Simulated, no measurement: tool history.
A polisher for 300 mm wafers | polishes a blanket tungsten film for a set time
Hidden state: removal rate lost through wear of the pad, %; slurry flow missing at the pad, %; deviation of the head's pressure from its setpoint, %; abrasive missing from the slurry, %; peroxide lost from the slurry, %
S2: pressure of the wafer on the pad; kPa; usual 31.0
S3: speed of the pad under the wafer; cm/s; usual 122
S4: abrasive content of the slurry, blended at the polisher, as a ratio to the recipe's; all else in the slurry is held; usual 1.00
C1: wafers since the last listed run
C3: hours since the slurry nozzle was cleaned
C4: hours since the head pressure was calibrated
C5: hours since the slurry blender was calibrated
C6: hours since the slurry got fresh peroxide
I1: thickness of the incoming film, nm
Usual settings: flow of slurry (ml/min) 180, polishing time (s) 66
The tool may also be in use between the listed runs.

{"run": 1, "hour": 0.0, "flow of slurry (ml/min)": 180, "S2": 26.9, "S3": 122, "S4": 1.0, "polishing time (s)": 66, "C1": 0, "wafers polished on this pad": 1702, "C3": 58.2, "C4": 669.0, "C5": 61.2, "C6": 76.8, "I1": 1312.6, "film removed (Å)": 4088}
{"run": 2, "hour": 13.2, "flow of slurry (ml/min)": 180, "S2": 31.0, "S3": 122, "S4": 1.0, "polishing time (s)": 66, "C1": 121, "wafers polished on this pad": 1823, "C3": 71.4, "C4": 682.2, "C5": 74.4, "C6": 90.0, "I1": 1309.7, "film removed (Å)": 4545}
{"hour": 23.2, "done": "head pressure recalibrated"}
{"hour": 38.8, "done": "worn pad replaced by a new one, of another model than before"}
{"run": 3, "hour": 42.0, "flow of slurry (ml/min)": 180, "S2": 31.0, "S3": 122, "S4": 1.0, "polishing time (s)": 66, "C1": 209, "wafers polished on this pad": 29, "C3": 100.2, "C4": 18.8, "C5": 103.2, "C6": 118.8, "I1": 1304.6, "film removed (Å)": 4474}
{"run": 4, "hour": 75.2, "flow of slurry (ml/min)": 180, "S2": 31.0, "S3": 122, "S4": 1.0, "polishing time (s)": 66, "C1": 304, "wafers polished on this pad": 333, "C3": 133.4, "C4": 52.0, "C5": 136.4, "C6": 152.0, "I1": 1309.0, "film removed (Å)": 4426}
{"run": 5, "hour": 105.2, "flow of slurry (ml/min)": 120, "S2": 22.1, "S3": 122, "S4": 1.3, "polishing time (s)": 66, "C1": 275, "wafers polished on this pad": 608, "C3": 163.4, "C4": 82.0, "C5": 166.4, "C6": 182.0, "I1": 1310.7, "film removed (Å)": 3962}
{"run": 6, "hour": 131.4, "flow of slurry (ml/min)": 180, "S2": 31.0, "S3": 122, "S4": 1.0, "polishing time (s)": 66, "C1": 240, "wafers polished on this pad": 848, "C3": 189.6, "C4": 108.2, "C5": 192.6, "C6": 208.2, "I1": 1307.2, "film removed (Å)": 4219}
{"hour": 160.5, "done": "slurry tank refilled with fresh slurry and peroxide"}
{"run": 7, "hour": 167.2, "flow of slurry (ml/min)": 180, "S2": 26.2, "S3": 122, "S4": 0.75, "polishing time (s)": 66, "C1": 319, "wafers polished on this pad": 1167, "C3": 225.4, "C4": 144.0, "C5": 228.4, "C6": 6.7, "I1": 1323.0, "film removed (Å)": 3763}
{"hour": 170.3, "done": "slurry blender recalibrated"}
{"run": 8, "hour": 195.5, "flow of slurry (ml/min)": 180, "S2": 25.5, "S3": 122, "S4": 0.75, "polishing time (s)": 66, "C1": 241, "wafers polished on this pad": 1408, "C3": 253.7, "C4": 172.3, "C5": 25.2, "C6": 35.0, "I1": 1320.5, "film removed (Å)": 3978}
{"run": 9, "hour": 208.1, "flow of slurry (ml/min)": 180, "S2": 31.0, "S3": 122, "S4": 1.0, "polishing time (s)": 66, "C1": 115, "wafers polished on this pad": 1524, "C3": 266.3, "C4": 184.9, "C5": 37.8, "C6": 47.6, "I1": 1306.8, "film removed (Å)": 4567}
{"run": 10, "hour": 234.9, "flow of slurry (ml/min)": 220, "S2": 31.0, "S3": 88, "S4": 1.0, "polishing time (s)": 47, "C1": 245, "wafers polished on this pad": 1770, "C3": 293.1, "C4": 211.7, "C5": 64.6, "C6": 74.4, "I1": 1308.7, "film removed (Å)": 2778}
{"run": 11, "hour": 253.9, "flow of slurry (ml/min)": 150, "S2": 25.5, "S3": 122, "S4": 1.0, "polishing time (s)": 66, "C1": 174, "wafers polished on this pad": 1944, "C3": 312.1, "C4": 230.7, "C5": 83.6, "C6": 93.4, "I1": 1326.6, "film removed (Å)": 3999}
{"hour": 277.5, "done": "worn pad replaced by a new one"}
{"run": 12, "hour": 286.0, "flow of slurry (ml/min)": 130, "S2": 20.0, "S3": 122, "S4": 1.0, "polishing time (s)": 51, "C1": 257, "wafers polished on this pad": 78, "C3": 344.2, "C4": 262.8, "C5": 115.7, "C6": 125.5, "I1": 1332.7, "film removed (Å)": 2828}
{"run": 13, "hour": 306.7, "flow of slurry (ml/min)": 180, "S2": 31.0, "S3": 122, "S4": 1.25, "polishing time (s)": 52, "C1": 189, "wafers polished on this pad": 267, "C3": 364.9, "C4": 283.5, "C5": 136.4, "C6": 146.2, "I1": 1291.7, "film removed (Å)": 3591}
{"run": 14, "hour": 335.1, "flow of slurry (ml/min)": 180, "S2": 31.0, "S3": 122, "S4": 1.25, "polishing time (s)": 66, "C1": 260, "wafers polished on this pad": 528, "C3": 393.3, "C4": 311.9, "C5": 164.8, "C6": 174.6, "I1": 1311.4, "film removed (Å)": 4558}
{"run": 15, "hour": 360.5, "flow of slurry (ml/min)": 180, "S2": 31.0, "S3": 122, "S4": 1.0, "polishing time (s)": 66, "C1": 232, "wafers polished on this pad": 761, "C3": 418.7, "C4": 337.3, "C5": 190.2, "C6": 200.0, "I1": 1300.6, "film removed (Å)": 4328}
{"run": 16, "hour": 379.5, "flow of slurry (ml/min)": 180, "S2": 31.0, "S3": 122, "S4": 1.25, "polishing time (s)": 66, "C1": 174, "wafers polished on this pad": 935, "C3": 437.7, "C4": 356.3, "C5": 209.2, "C6": 219.0, "I1": 1309.7, "film removed (Å)": 4426}
{"hour": 391.8, "done": "slurry blender recalibrated"}
{"run": 17, "hour": 399.4, "flow of slurry (ml/min)": 145, "S2": 26.2, "S3": 154, "S4": 1.0, "polishing time (s)": 66, "C1": 164, "wafers polished on this pad": 1099, "C3": 457.6, "C4": 376.2, "C5": 7.6, "C6": 238.9, "I1": 1321.6, "film removed (Å)": 4837}
{"hour": 407.7, "done": "slurry tank refilled with fresh slurry and peroxide"}
{"run": 18, "hour": 432.3, "flow of slurry (ml/min)": 180, "S2": 31.0, "S3": 122, "S4": 0.85, "polishing time (s)": 66, "C1": 292, "wafers polished on this pad": 1391, "C3": 490.5, "C4": 409.1, "C5": 40.5, "C6": 24.6, "I1": 1299.1, "film removed (Å)": 4373}
{"run": 19, "hour": 467.1, "flow of slurry (ml/min)": 180, "S2": 31.0, "S3": 108, "S4": 1.1, "polishing time (s)": 66, "C1": 319, "wafers polished on this pad": 1710, "C3": 525.3, "C4": 443.9, "C5": 75.3, "C6": 59.4, "I1": 1288.4, "film removed (Å)": 4221}
{"run": 20, "hour": 499.1, "flow of slurry (ml/min)": 180, "S2": 31.0, "S3": 122, "S4": 1.0, "polishing time (s)": 66, "C1": 293, "wafers polished on this pad": 2004, "C3": 557.3, "C4": 475.9, "C5": 107.3, "C6": 91.4, "I1": 1338.2, "film removed (Å)": 4366}
{"hour": 509.0, "done": "worn pad replaced by a new one"}
{"run": 21, "hour": 526.9, "flow of slurry (ml/min)": 180, "S2": 31.0, "S3": 122, "S4": 1.0, "polishing time (s)": 66, "C1": 218, "wafers polished on this pad": 164, "C3": 585.1, "C4": 503.7, "C5": 135.1, "C6": 119.2, "I1": 1314.9, "film removed (Å)": 4359}
{"run": 22, "hour": 562.5, "flow of slurry (ml/min)": 180, "S2": 37.9, "S3": 122, "S4": 1.0, "polishing time (s)": 66, "C1": 326, "wafers polished on this pad": 490, "C3": 620.7, "C4": 539.3, "C5": 170.7, "C6": 154.8, "I1": 1321.9, "film removed (Å)": 4547}
{"run": 23, "hour": 590.9, "flow of slurry (ml/min)": 180, "S2": 37.9, "S3": 106, "S4": 1.0, "polishing time (s)": 66, "C1": 260, "wafers polished on this pad": 750, "C3": 649.1, "C4": 567.7, "C5": 199.1, "C6": 183.2, "I1": 1308.4, "film removed (Å)": 4124}
{"run": 24, "hour": 612.9, "flow of slurry (ml/min)": 225, "S2": 31.0, "S3": 122, "S4": 1.0, "polishing time (s)": 66, "C1": 201, "wafers polished on this pad": 952, "C3": 671.1, "C4": 589.7, "C5": 221.1, "C6": 205.2, "I1": 1291.6, "film removed (Å)": 4257}
{"hour": 653.2, "done": "slurry blender recalibrated"}
{"hour": 661.0, "done": "slurry tank refilled with fresh slurry and peroxide"}
{"run": 25, "hour": 670.7, "flow of slurry (ml/min)": 180, "S2": 31.0, "S3": 152, "S4": 0.75, "polishing time (s)": 66, "C1": 502, "wafers polished on this pad": 1454, "C3": 728.9, "C4": 647.5, "C5": 17.5, "C6": 9.7, "I1": 1294.8, "film removed (Å)": 4916}
{"hour": 674.6, "done": "slurry nozzle cleaned"}
{"run": 26, "hour": 699.0, "flow of slurry (ml/min)": 125, "S2": 31.0, "S3": 96, "S4": 1.3, "polishing time (s)": 66, "C1": 250, "wafers polished on this pad": 1705, "C3": 24.4, "C4": 675.8, "C5": 45.8, "C6": 38.0, "I1": 1314.5, "film removed (Å)": 3925}

Forecast each of these 4 alternatives for the next run:
{"run": "A", "hour": 699.4, "flow of slurry (ml/min)": 180, "S2": 31.0, "S3": 122, "S4": 1.0, "polishing time (s)": 78, "C1": 3, "wafers polished on this pad": 1708, "C3": 24.8, "C4": 676.2, "C5": 46.2, "C6": 38.4, "I1": 1307.1, "film removed (Å)": "?"}
{"run": "B", "hour": 699.4, "flow of slurry (ml/min)": 130, "S2": 31.0, "S3": 164, "S4": 1.0, "polishing time (s)": 66, "C1": 3, "wafers polished on this pad": 1708, "C3": 24.8, "C4": 676.2, "C5": 46.2, "C6": 38.4, "I1": 1307.1, "film removed (Å)": "?"}
{"run": "C", "hour": 699.4, "flow of slurry (ml/min)": 180, "S2": 25.5, "S3": 122, "S4": 1.25, "polishing time (s)": 66, "C1": 3, "wafers polished on this pad": 1708, "C3": 24.8, "C4": 676.2, "C5": 46.2, "C6": 38.4, "I1": 1307.1, "film removed (Å)": "?"}
{"run": "D", "hour": 699.4, "flow of slurry (ml/min)": 160, "S2": 31.0, "S3": 132, "S4": 1.0, "polishing time (s)": 84, "C1": 3, "wafers polished on this pad": 1708, "C3": 24.8, "C4": 676.2, "C5": 46.2, "C6": 38.4, "I1": 1307.1, "film removed (Å)": "?"}

run=A film_removed_(Å)=5221
run=B film_removed_(Å)=5058
run=C film_removed_(Å)=4370
run=D film_removed_(Å)=5798
Without the tool's hidden state the same runs would have given:
run=A film_removed_(Å)=5252
run=B film_removed_(Å)=5088
run=C film_removed_(Å)=4396
run=D film_removed_(Å)=5832

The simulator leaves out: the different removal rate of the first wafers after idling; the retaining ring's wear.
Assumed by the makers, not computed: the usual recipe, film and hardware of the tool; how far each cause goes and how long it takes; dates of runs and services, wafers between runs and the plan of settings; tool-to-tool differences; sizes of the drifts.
